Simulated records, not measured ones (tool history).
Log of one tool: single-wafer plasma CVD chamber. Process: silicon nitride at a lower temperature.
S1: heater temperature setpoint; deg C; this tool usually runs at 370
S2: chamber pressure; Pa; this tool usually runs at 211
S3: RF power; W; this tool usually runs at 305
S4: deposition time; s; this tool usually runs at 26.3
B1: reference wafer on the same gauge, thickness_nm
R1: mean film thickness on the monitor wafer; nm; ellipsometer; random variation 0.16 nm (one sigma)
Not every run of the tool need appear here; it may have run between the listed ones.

{"run": 1, "hour": 0.0, "S1": 378, "S2": 211, "S3": 305, "S4": 26.3, "B1": 35.157, "R1": 29.77}
{"run": 2, "hour": 33.0, "S1": 378, "S2": 211, "S3": 305, "S4": 26.3, "B1": 35.181, "R1": 29.552}
{"run": 3, "hour": 57.6, "S1": 370, "S2": 211, "S3": 305, "S4": 26.3, "B1": 35.195, "R1": 29.662}
{"run": 4, "hour": 85.6, "S1": 370, "S2": 211, "S3": 305, "S4": 24.9, "B1": 35.158, "R1": 28.078}
{"run": 5, "hour": 110.5, "S1": 370, "S2": 211, "S3": 340, "S4": 26.3, "B1": 35.213, "R1": 32.221}
{"run": 6, "hour": 125.6, "S1": 370, "S2": 211, "S3": 340, "S4": 26.3, "B1": 35.176, "R1": 32.308}
{"hour": 136.8, "done": "showerhead replaced"}
{"run": 7, "hour": 151.0, "S1": 370, "S2": 211, "S3": 305, "S4": 26.3, "B1": 35.191, "R1": 29.459}
{"run": 8, "hour": 163.1, "S1": 370, "S2": 211, "S3": 305, "S4": 26.3, "B1": 35.2, "R1": 29.629}
{"run": 9, "hour": 179.3, "S1": 375, "S2": 211, "S3": 305, "S4": 22.0, "B1": 35.229, "R1": 24.552}
{"run": 10, "hour": 198.7, "S1": 381, "S2": 172, "S3": 305, "S4": 31.1, "B1": 35.211, "R1": 33.34}
{"run": 11, "hour": 213.5, "S1": 370, "S2": 189, "S3": 305, "S4": 26.3, "B1": 35.227, "R1": 28.684}
{"run": 12, "hour": 230.5, "S1": 370, "S2": 211, "S3": 305, "S4": 26.3, "B1": 35.169, "R1": 29.333}
{"run": 13, "hour": 245.1, "S1": 378, "S2": 211, "S3": 305, "S4": 26.3, "B1": 35.202, "R1": 29.259}
{"hour": 262.9, "done": "RF generator calibrated"}
{"run": 14, "hour": 263.4, "S1": 377, "S2": 227, "S3": 330, "S4": 29.5, "B1": 35.205, "R1": 34.412}
{"run": 15, "hour": 288.0, "S1": 370, "S2": 159, "S3": 305, "S4": 22.8, "B1": 35.211, "R1": 23.259}
{"hour": 290.0, "done": "gauge calibrated"}
{"run": 16, "hour": 311.0, "S1": 379, "S2": 211, "S3": 360, "S4": 26.3, "B1": 35.218, "R1": 32.202}
{"run": 17, "hour": 343.8, "S1": 378, "S2": 211, "S3": 305, "S4": 31.2, "B1": 35.22, "R1": 33.269}
{"hour": 373.6, "done": "thermocouple changed; heater temperature recalibrated"}
{"run": 18, "hour": 434.8, "S1": 370, "S2": 172, "S3": 305, "S4": 25.0, "B1": 35.188, "R1": 25.515}
{"hour": 443.2, "done": "RF generator calibrated, repeated, since the last time left the tool worse"}
{"run": 19, "hour": 464.7, "S1": 366, "S2": 211, "S3": 305, "S4": 26.3, "B1": 35.189, "R1": 31.114}
{"run": 20, "hour": 497.3, "S1": 361, "S2": 173, "S3": 250, "S4": 23.0, "B1": 35.216, "R1": 21.823}
{"run": 21, "hour": 519.8, "S1": 370, "S2": 225, "S3": 285, "S4": 26.3, "B1": 35.181, "R1": 29.372}
{"run": 22, "hour": 546.3, "S1": 382, "S2": 187, "S3": 320, "S4": 30.2, "B1": 35.243, "R1": 36.092}
{"run": 23, "hour": 562.2, "S1": 370, "S2": 260, "S3": 305, "S4": 21.9, "B1": 35.182, "R1": 26.951}
{"run": 24, "hour": 583.8, "S1": 370, "S2": 177, "S3": 255, "S4": 26.3, "B1": 35.178, "R1": 25.312}
{"run": 25, "hour": 605.5, "S1": 358, "S2": 224, "S3": 305, "S4": 26.3, "B1": 35.205, "R1": 31.22}
{"run": 26, "hour": 636.0, "S1": 379, "S2": 211, "S3": 305, "S4": 26.3, "B1": 35.201, "R1": 30.81}
{"run": 27, "hour": 648.8, "S1": 370, "S2": 211, "S3": 305, "S4": 26.3, "B1": 35.192, "R1": 30.905}
{"run": 28, "hour": 679.5, "S1": 370, "S2": 191, "S3": 320, "S4": 26.3, "B1": 35.206, "R1": 31.244}
{"run": 29, "hour": 708.7, "S1": 370, "S2": 211, "S3": 360, "S4": 30.6, "B1": 35.235, "R1": 40.843}

Alternative continuations, all from the tool just after run 29; predict every row:
{"run": "A", "hour": 709.1, "S1": 370, "S2": 249, "S3": 305, "S4": 26.3, "B1": "?", "R1": "?"}
{"run": "B", "hour": 709.1, "S1": 370, "S2": 195, "S3": 305, "S4": 26.3, "B1": "?", "R1": "?"}
{"run": "C", "hour": 709.1, "S1": 364, "S2": 211, "S3": 325, "S4": 24.5, "B1": "?", "R1": "?"}

run=A B1=35.224 R1=32.151
run=B B1=35.224 R1=30.440
run=C B1=35.224 R1=30.455
Take away the tool's hidden state, keep each run's random variation, and the runs would have read:
run=A R1=32.284
run=B R1=30.566
run=C R1=30.581
